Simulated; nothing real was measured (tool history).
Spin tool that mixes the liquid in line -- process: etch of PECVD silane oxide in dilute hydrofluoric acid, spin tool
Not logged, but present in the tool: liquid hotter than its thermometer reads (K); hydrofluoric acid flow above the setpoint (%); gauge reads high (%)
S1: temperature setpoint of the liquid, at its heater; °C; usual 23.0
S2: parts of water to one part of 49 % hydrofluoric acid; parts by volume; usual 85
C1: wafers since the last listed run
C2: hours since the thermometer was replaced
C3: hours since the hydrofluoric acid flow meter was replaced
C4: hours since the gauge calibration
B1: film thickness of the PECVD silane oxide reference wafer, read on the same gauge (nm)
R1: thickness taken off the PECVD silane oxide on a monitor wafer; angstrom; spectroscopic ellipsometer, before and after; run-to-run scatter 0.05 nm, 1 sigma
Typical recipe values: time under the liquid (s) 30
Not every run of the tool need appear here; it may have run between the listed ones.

run 1 hour=0.0 | S1=23.0 S2=85 time_under_the_liquid_(s)=30 | C1=0 C2=1728.0 C3=401.3 C4=124.1 | B1=119.99 | R1=80.5
run 2 hour=24.9 | S1=23.0 S2=85 time_under_the_liquid_(s)=30 | C1=369 C2=1752.9 C3=426.2 C4=149.0 | B1=119.99 | R1=79.7
run 3 hour=120.0 | S1=23.0 S2=85 time_under_the_liquid_(s)=45 | C1=1410 C2=1848.0 C3=521.3 C4=244.1 | B1=120.01 | R1=121.4
run 4 hour=150.5 | S1=23.0 S2=85 time_under_the_liquid_(s)=45 | C1=452 C2=1878.5 C3=551.8 C4=274.6 | B1=120.00 | R1=121.4
run 5 hour=173.7 | S1=23.0 S2=85 time_under_the_liquid_(s)=30 | C1=344 C2=1901.7 C3=575.0 C4=297.8 | B1=120.01 | R1=81.5
run 6 hour=204.5 | S1=23.0 S2=85 time_under_the_liquid_(s)=30 | C1=456 C2=1932.5 C3=605.8 C4=328.6 | B1=119.99 | R1=81.4
run 7 hour=218.8 | S1=23.0 S2=85 time_under_the_liquid_(s)=30 | C1=212 C2=1946.8 C3=620.1 C4=342.9 | B1=120.00 | R1=81.0
-- hour=221.8 gauge calibrated
run 8 hour=235.2 | S1=23.0 S2=85 time_under_the_liquid_(s)=30 | C1=243 C2=1963.2 C3=636.5 C4=13.4 | B1=119.98 | R1=81.7
run 9 hour=249.6 | S1=23.0 S2=85 time_under_the_liquid_(s)=35 | C1=213 C2=1977.6 C3=650.9 C4=27.8 | B1=119.99 | R1=95.3
-- hour=275.8 thermometer replaced
run 10 hour=276.3 | S1=25.5 S2=100 time_under_the_liquid_(s)=30 | C1=381 C2=0.5 C3=677.6 C4=54.5 | B1=119.99 | R1=75.7
run 11 hour=297.2 | S1=23.0 S2=100 time_under_the_liquid_(s)=40 | C1=309 C2=21.4 C3=698.5 C4=75.4 | B1=119.98 | R1=92.6
-- hour=303.4 hydrofluoric acid flow meter replaced
run 12 hour=320.3 | S1=28.0 S2=85 time_under_the_liquid_(s)=15 | C1=327 C2=44.5 C3=16.9 C4=98.5 | B1=120.01 | R1=45.7
run 13 hour=349.6 | S1=23.0 S2=85 time_under_the_liquid_(s)=30 | C1=434 C2=73.8 C3=46.2 C4=127.8 | B1=119.99 | R1=76.2
run 14 hour=376.0 | S1=23.0 S2=120 time_under_the_liquid_(s)=30 | C1=391 C2=100.2 C3=72.6 C4=154.2 | B1=120.01 | R1=51.0
run 15 hour=403.7 | S1=23.0 S2=85 time_under_the_liquid_(s)=45 | C1=410 C2=127.9 C3=100.3 C4=181.9 | B1=120.02 | R1=114.2
run 16 hour=416.3 | S1=25.5 S2=85 time_under_the_liquid_(s)=30 | C1=186 C2=140.5 C3=112.9 C4=194.5 | B1=119.97 | R1=84.2
run 17 hour=433.7 | S1=18.0 S2=125 time_under_the_liquid_(s)=30 | C1=258 C2=157.9 C3=130.3 C4=211.9 | B1=119.97 | R1=40.6
run 18 hour=450.3 | S1=23.0 S2=85 time_under_the_liquid_(s)=50 | C1=246 C2=174.5 C3=146.9 C4=228.5 | B1=120.01 | R1=128.7
run 19 hour=463.1 | S1=27.0 S2=50 time_under_the_liquid_(s)=50 | C1=189 C2=187.3 C3=159.7 C4=241.3 | B1=120.03 | R1=270.2

Branching from run 19: 3 alternative next runs. What would each branch give?
run A hour=463.5 | S1=23.0 S2=85 time_under_the_liquid_(s)=30 | C1=5 C2=187.7 C3=160.1 C4=241.7 | B1=? | R1=?
run B hour=463.5 | S1=23.0 S2=100 time_under_the_liquid_(s)=35 | C1=5 C2=187.7 C3=160.1 C4=241.7 | B1=? | R1=?
run C hour=463.5 | S1=25.5 S2=120 time_under_the_liquid_(s)=30 | C1=5 C2=187.7 C3=160.1 C4=241.7 | B1=? | R1=?

run=A B1=120.01 R1=77.4
run=B B1=120.01 R1=75.4
run=C B1=120.01 R1=58.0
The same runs, with their run-to-run variation unchanged, on a tool lacking any hidden condition would have given:
run=A R1=75.6
run=B R1=73.7
run=C R1=56.6
